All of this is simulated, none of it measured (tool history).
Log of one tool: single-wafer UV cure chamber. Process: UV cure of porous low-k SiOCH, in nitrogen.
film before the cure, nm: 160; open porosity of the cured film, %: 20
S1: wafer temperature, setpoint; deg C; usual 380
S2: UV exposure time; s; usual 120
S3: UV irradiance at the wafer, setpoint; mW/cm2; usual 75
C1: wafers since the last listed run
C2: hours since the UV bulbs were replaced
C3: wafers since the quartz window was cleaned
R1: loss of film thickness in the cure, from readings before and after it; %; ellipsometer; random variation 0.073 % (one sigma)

Run 1, day 0: usual settings but S1 387 deg C, S2 175 s; C1 0; C2 684; C3 347. Result: R1 10.249 %.
Run 2, day 0.933: usual settings but S3 58 mW/cm2; C1 220; C2 706.4; C3 567. Result: R1 7.298 %.
Run 3, day 1.546: usual settings but S3 58 mW/cm2; C1 144; C2 721.1; C3 712. Result: R1 7.313 %.
Run 4, day 2.388: usual settings but S3 58 mW/cm2; C1 198; C2 741.3; C3 911. Result: R1 7.35 %.
Run 5, day 3.3: usual settings but S3 89 mW/cm2; C1 215; C2 763.2; C3 1126. Result: R1 9.252 %.
Run 6, day 4.438: usual settings; C1 268; C2 790.5; C3 1395. Result: R1 8.53 %.
Run 7, day 5.038: usual settings; C1 141; C2 804.9; C3 1537. Result: R1 8.434 %.
At day 6.371: quartz window cleaned.
Run 8, day 6.4: usual settings; C1 243; C2 837.6; C3 6. Result: R1 8.454 %.
Run 9, day 6.938: usual settings; C1 126; C2 850.5; C3 133. Result: R1 8.437 %.
Run 10, day 8.146: usual settings; C1 285; C2 879.5; C3 418. Result: R1 8.525 %.
Run 11, day 9.192: usual settings but S1 392 deg C; C1 246; C2 904.6; C3 665. Result: R1 8.731 %.
Run 12, day 9.9: usual settings but S1 392 deg C; C1 167; C2 921.6; C3 833. Result: R1 8.612 %.
Run 13, day 10.938: usual settings but S2 70 s; C1 245; C2 946.5; C3 1078. Result: R1 6.255 %.
Run 14, day 12.175: usual settings but S3 45 mW/cm2; C1 292; C2 976.2; C3 1370. Result: R1 6.388 %.
Run 15, day 13.271: usual settings but S2 90 s, S3 94 mW/cm2; C1 258; C2 1002.5; C3 1629. Result: R1 8.087 %.
Run 16, day 13.788: usual settings; C1 122; C2 1014.9; C3 1751. Result: R1 8.464 %.
Run 17, day 14.683: usual settings but S1 375 deg C; C1 211; C2 1036.4; C3 1962. Result: R1 8.343 %.
At day 16: quartz window cleaned.
Run 18, day 16.029: usual settings but S1 375 deg C; C1 239; C2 1068.7; C3 7. Result: R1 8.336 %.
Run 19, day 16.771: usual settings but S1 375 deg C; C1 175; C2 1086.5; C3 182. Result: R1 8.357 %.
Run 20, day 17.354: usual settings but S1 374 deg C, S2 135 s; C1 137; C2 1100.5; C3 320. Result: R1 8.863 %.
Run 21, day 18.496: usual settings but S1 374 deg C, S2 135 s; C1 269; C2 1127.9; C3 589. Result: R1 8.847 %.
Run 22, day 19.25: usual settings but S1 374 deg C, S2 135 s; C1 178; C2 1146; C3 767. Result: R1 8.671 %.
Run 23, day 20.379: usual settings; C1 266; C2 1173.1; C3 1034. Result: R1 8.356 %.
Run 24, day 21.396: usual settings but S1 395 deg C, S2 160 s, S3 57 mW/cm2; C1 240; C2 1197.5; C3 1274. Result: R1 8.757 %.
Run 25, day 22.425: usual settings; C1 243; C2 1222.2; C3 1517. Result: R1 8.522 %.
Run 26, day 22.996: usual settings but S1 374 deg C, S2 135 s; C1 134; C2 1235.9; C3 1652. Result: R1 8.805 %.
Run 27, day 23.642: usual settings but S1 393 deg C, S2 185 s, S3 41 mW/cm2; C1 152; C2 1251.4; C3 1805. Result: R1 7.914 %.
At day 24.562: quartz window cleaned.
Run 28, day 24.583: usual settings but S1 366 deg C; C1 143; C2 1274; C3 4. Result: R1 8.216 %.
Run 29, day 24.879: usual settings but S1 395 deg C, S2 160 s, S3 57 mW/cm2; C1 69; C2 1281.1; C3 74. Result: R1 8.628 %.
Run 30, day 26.35: usual settings; C1 347; C2 1316.4; C3 421. Result: R1 8.507 %.
Run 31, day 27.25: usual settings but S1 373 deg C, S3 107 mW/cm2; C1 212; C2 1338; C3 634. Result: R1 9.838 %.
Run 32, day 27.775: usual settings but S1 387 deg C, S2 175 s; C1 123; C2 1350.6; C3 758. Result: R1 10.155 %.
Run 33, day 29.246: usual settings but S2 85 s; C1 347; C2 1385.9; C3 1105. Result: R1 7.008 %.
Run 34, day 30.146: usual settings but S1 388 deg C, S2 70 s, S3 100 mW/cm2; C1 212; C2 1407.5; C3 1318. Result: R1 7.454 %.
Run 35, day 31.562: usual settings but S1 365 deg C, S2 70 s, S3 86 mW/cm2; C1 334; C2 1441.5; C3 1652. Result: R1 6.47 %.
At day 33.271: quartz window cleaned.
At day 35.4: UV bulbs replaced.
Run 36, day 36.046: usual settings; C1 901; C2 15.5; C3 576. Result: R1 8.538 %.
Run 37, day 36.717: usual settings; C1 158; C2 31.6; C3 734. Result: R1 8.355 %.
Run 38, day 38.062: usual settings but S1 370 deg C, S2 60 s, S3 64 mW/cm2; C1 317; C2 63.9; C3 1052. Result: R1 4.833 %.
Run 39, day 39.246: usual settings but S1 395 deg C, S2 65 s, S3 103 mW/cm2; C1 279; C2 92.3; C3 1332. Result: R1 7.455 %.
Run 40, day 40.617: usual settings but S1 396 deg C, S2 150 s; C1 323; C2 125.2; C3 1655. Result: R1 9.731 %.
At day 41.892: quartz window cleaned.
Run 41, day 41.912: usual settings but S3 40 mW/cm2; C1 227; C2 156.3; C3 4. Result: R1 5.839 %.
Run 42, day 42.746: usual settings but S3 41 mW/cm2; C1 196; C2 176.3; C3 201. Result: R1 6.034 %.

The next listed run, before its measurement:
Run 43, day 43.942: usual settings but S1 392 deg C, S3 40 mW/cm2; C1 282; C2 205; C3 484. Result: R1 ?.

{"run 43": {"R1": 6.085}}
Without the tool's hidden state the same run would have given R1 6.085 %.

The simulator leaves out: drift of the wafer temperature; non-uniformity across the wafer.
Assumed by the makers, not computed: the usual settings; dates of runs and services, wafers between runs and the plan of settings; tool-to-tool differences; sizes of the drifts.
